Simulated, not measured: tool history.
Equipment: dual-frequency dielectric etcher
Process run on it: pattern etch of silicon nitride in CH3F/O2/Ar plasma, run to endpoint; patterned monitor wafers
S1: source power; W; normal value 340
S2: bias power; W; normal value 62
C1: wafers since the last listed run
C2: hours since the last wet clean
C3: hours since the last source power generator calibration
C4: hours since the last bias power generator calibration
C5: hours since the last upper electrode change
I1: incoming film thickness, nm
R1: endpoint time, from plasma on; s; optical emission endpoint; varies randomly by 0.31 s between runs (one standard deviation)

| run | hour | S1 | S2 | C1 | C2 | C3 | C4 | C5 | I1 | R1 |
|---|---|---|---|---|---|---|---|---|---|---|
| 1 | 0.0 | 340 | 62 | 0 | 155.9 | 4320.4 | 2226.2 | 2652.0 | 22.21 | 35.9 |
| 2 | 16.2 | 340 | 62 | 150 | 172.1 | 4336.6 | 2242.4 | 2668.2 | 22.19 | 35.5 |
| 3 | 30.7 | 340 | 62 | 134 | 186.6 | 4351.1 | 2256.9 | 2682.7 | 22.02 | 35.3 |
| 4 | 39.0 | 340 | 55 | 77 | 194.9 | 4359.4 | 2265.2 | 2691.0 | 22.26 | 37.4 |
| 5 | 55.4 | 340 | 55 | 152 | 211.3 | 4375.8 | 2281.6 | 2707.4 | 22.46 | 37.5 |
| 6 | 64.3 | 340 | 66 | 82 | 220.2 | 4384.7 | 2290.5 | 2716.3 | 22.23 | 34.9 |
| 7 | 79.3 | 340 | 66 | 139 | 235.2 | 4399.7 | 2305.5 | 2731.3 | 22.33 | 34.8 |
| 8 | 89.8 | 340 | 66 | 97 | 245.7 | 4410.2 | 2316.0 | 2741.8 | 22.40 | 35.1 |
| 9 | 97.9 | 340 | 62 | 75 | 253.8 | 4418.3 | 2324.1 | 2749.9 | 22.36 | 35.7 |
| 10 | 107.8 | 340 | 62 | 91 | 263.7 | 4428.2 | 2334.0 | 2759.8 | 22.52 | 35.9 |
| 11 | 115.9 | 340 | 62 | 75 | 271.8 | 4436.3 | 2342.1 | 2767.9 | 22.24 | 35.6 |
| 12 | 128.3 | 340 | 62 | 115 | 284.2 | 4448.7 | 2354.5 | 2780.3 | 22.28 | 36.2 |
| 13 | 145.8 | 340 | 62 | 162 | 301.7 | 4466.2 | 2372.0 | 2797.8 | 22.14 | 35.8 |
| 14 | 162.7 | 340 | 62 | 156 | 318.6 | 4483.1 | 2388.9 | 2814.7 | 22.45 | 35.9 |
| 15 | 176.5 | 340 | 62 | 128 | 332.4 | 4496.9 | 2402.7 | 2828.5 | 22.32 | 36.0 |
|  | 206.5 | upper electrode replaced |
| 16 | 207.0 | 360 | 76 | 60 | 362.9 | 4527.4 | 2433.2 | 0.5 | 22.23 | 32.7 |
| 17 | 207.4 | 310 | 67 | 3 | 363.3 | 4527.8 | 2433.6 | 0.9 | 22.33 | 36.3 |
| 18 | 214.1 | 270 | 48 | 62 | 370.0 | 4534.5 | 2440.3 | 7.6 | 21.99 | 41.4 |
|  | 237.4 | bias power generator calibrated |
|  | 240.3 | wet clean of the chamber |
| 19 | 240.8 | 340 | 55 | 183 | 0.5 | 4561.2 | 3.4 | 34.3 | 22.10 | 36.7 |
| 20 | 245.4 | 340 | 62 | 42 | 5.1 | 4565.8 | 8.0 | 38.9 | 22.28 | 36.0 |
| 21 | 256.4 | 340 | 74 | 102 | 16.1 | 4576.8 | 19.0 | 49.9 | 22.22 | 33.4 |
| 22 | 267.1 | 400 | 56 | 99 | 26.8 | 4587.5 | 29.7 | 60.6 | 22.37 | 35.6 |
| 23 | 276.0 | 280 | 46 | 82 | 35.7 | 4596.4 | 38.6 | 69.5 | 21.98 | 41.3 |
|  | 285.9 | source power generator calibrated |
| 24 | 292.8 | 400 | 46 | 118 | 52.5 | 6.9 | 55.4 | 86.3 | 22.20 | 38.4 |
| 25 | 299.7 | 340 | 62 | 64 | 59.4 | 13.8 | 62.3 | 93.2 | 22.17 | 35.5 |
| 26 | 308.9 | 280 | 62 | 85 | 68.6 | 23.0 | 71.5 | 102.4 | 22.32 | 37.6 |
| 27 | 318.5 | 270 | 54 | 89 | 78.2 | 32.6 | 81.1 | 112.0 | 22.32 | 40.5 |
| 28 | 326.0 | 380 | 72 | 69 | 85.7 | 40.1 | 88.6 | 119.5 | 22.38 | 33.3 |
| 29 | 340.7 | 340 | 62 | 136 | 100.4 | 54.8 | 103.3 | 134.2 | 22.20 | 35.2 |
| 30 | 362.2 | 270 | 52 | 199 | 121.9 | 76.3 | 124.8 | 155.7 | 22.20 | 40.4 |

Each row is a separate what-if for the run after 30, all from the same tool condition, not one after another. Results?
| A | 362.6 | 340 | 62 | 3 | 122.3 | 76.7 | 125.2 | 156.1 | 22.29 | ? |
| B | 362.6 | 280 | 77 | 3 | 122.3 | 76.7 | 125.2 | 156.1 | 22.29 | ? |
| C | 362.6 | 270 | 51 | 3 | 122.3 | 76.7 | 125.2 | 156.1 | 22.29 | ? |

| run | R1 |
|---|---|
| A | 35.4 |
| B | 34.2 |
| C | 40.5 |
With no hidden state in the tool, these same runs would have given:
| run | R1 |
|---|---|
| A | 35.4 |
| B | 34.2 |
| C | 40.5 |

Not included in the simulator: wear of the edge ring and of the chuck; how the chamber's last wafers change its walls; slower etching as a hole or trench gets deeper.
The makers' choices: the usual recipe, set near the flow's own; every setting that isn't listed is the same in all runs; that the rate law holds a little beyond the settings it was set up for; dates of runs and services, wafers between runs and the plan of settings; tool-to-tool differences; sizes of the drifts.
